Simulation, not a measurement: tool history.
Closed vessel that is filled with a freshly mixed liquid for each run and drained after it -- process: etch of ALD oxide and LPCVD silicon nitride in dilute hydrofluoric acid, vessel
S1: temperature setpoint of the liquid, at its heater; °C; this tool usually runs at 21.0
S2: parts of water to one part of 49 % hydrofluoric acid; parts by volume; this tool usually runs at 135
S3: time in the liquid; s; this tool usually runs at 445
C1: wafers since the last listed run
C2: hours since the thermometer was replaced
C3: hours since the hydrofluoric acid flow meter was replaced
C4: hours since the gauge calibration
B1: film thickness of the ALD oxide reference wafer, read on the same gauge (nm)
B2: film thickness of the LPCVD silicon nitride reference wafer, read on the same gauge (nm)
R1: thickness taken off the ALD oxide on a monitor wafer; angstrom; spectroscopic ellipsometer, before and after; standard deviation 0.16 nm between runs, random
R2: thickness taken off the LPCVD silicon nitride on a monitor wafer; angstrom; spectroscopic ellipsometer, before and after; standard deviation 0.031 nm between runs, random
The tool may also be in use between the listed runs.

run	hour	S1	S2	S3	C1	C2	C3	C4	B1	B2	R1	R2
1	0.0	21.0	120	445	0	1845.6	933.5	95.8	50.00	149.982	303.3	15.91
2	199.8	21.0	120	445	19884	2045.4	1133.3	295.6	50.01	150.011	302.5	15.58
3	268.4	17.0	95	340	6827	2114.0	1201.9	364.2	50.00	150.006	254.5	11.45
4	304.0	21.0	135	700	3542	2149.6	1237.5	399.8	49.99	149.966	421.3	21.85
5	344.2	19.0	115	210	4000	2189.8	1277.7	440.0	50.01	149.994	139.2	6.67
# hour 419.2: hydrofluoric acid flow meter replaced
# hour 458.1: thermometer replaced
6	502.8	21.0	120	445	15585	44.7	83.6	598.6	50.00	149.984	305.9	14.97
7	543.9	17.5	80	445	4090	85.8	124.7	639.7	50.02	149.991	409.9	17.87
8	596.7	25.0	165	680	5254	138.6	177.5	692.5	50.00	149.982	373.5	23.22
9	625.5	21.0	135	445	2866	167.4	206.3	721.3	50.00	149.976	268.8	14.14
10	671.9	24.0	160	365	4617	213.8	252.7	767.7	50.00	150.021	200.0	11.63
11	730.1	21.0	155	565	5792	272.0	310.9	825.9	50.00	150.034	288.1	15.39
12	776.9	21.0	80	185	4657	318.8	357.7	872.7	50.03	150.014	196.7	9.59
13	805.6	21.0	185	700	2856	347.5	386.4	901.4	49.99	150.001	289.7	15.73
14	845.1	21.0	135	180	3931	387.0	425.9	940.9	50.03	149.979	107.0	5.74
15	892.7	25.5	135	445	4737	434.6	473.5	988.5	50.02	149.961	322.8	18.64
16	928.6	21.0	135	445	3572	470.5	509.4	1024.4	50.02	150.016	269.3	13.90
17	1131.9	21.0	135	700	20232	673.8	712.7	1227.7	49.99	150.002	423.9	22.00
18	1186.2	17.0	135	685	5404	728.1	767.0	1282.0	50.00	149.981	347.2	15.98
19	1230.6	21.0	85	615	4418	772.5	811.4	1326.4	50.00	150.009	629.3	29.86
20	1291.8	17.0	105	275	6090	833.7	872.6	1387.6	50.00	150.013	185.7	8.27
21	1334.3	23.0	200	350	4229	876.2	915.1	1430.1	49.99	150.018	144.8	8.41
22	1368.6	25.0	200	445	3413	910.5	949.4	1464.4	50.01	149.993	195.4	12.61
23	1433.0	18.5	195	635	6409	974.9	1013.8	1528.8	49.99	150.039	223.7	11.28
24	1503.4	19.0	100	545	7006	1045.3	1084.2	1599.2	49.99	150.059	422.6	19.46
25	1568.7	21.0	135	445	6498	1110.6	1149.5	1664.5	50.02	149.959	265.2	13.45
26	1608.3	21.0	155	445	3941	1150.2	1189.1	1704.1	50.00	150.015	229.0	12.16

Alternative continuations, all from the tool just after run 26; predict every row:
A	1609.1	21.0	195	445	79	1151.0	1189.9	1704.9	?	?	?	?
B	1609.1	21.0	115	705	79	1151.0	1189.9	1704.9	?	?	?	?
C	1609.1	17.0	165	445	79	1151.0	1189.9	1704.9	?	?	?	?
D	1609.1	17.0	135	445	79	1151.0	1189.9	1704.9	?	?	?	?

run	B1	B2	R1	R2
A	50.00	149.978	174.2	9.74
B	50.00	149.978	509.3	25.85
C	50.00	149.978	181.0	8.77
D	50.00	149.978	227.8	10.63
Stripped of hidden state, with their random variation kept, the same runs would have yielded:
run	R1	R2
A	174.2	9.74
B	509.3	25.85
C	181.0	8.77
D	227.8	10.63
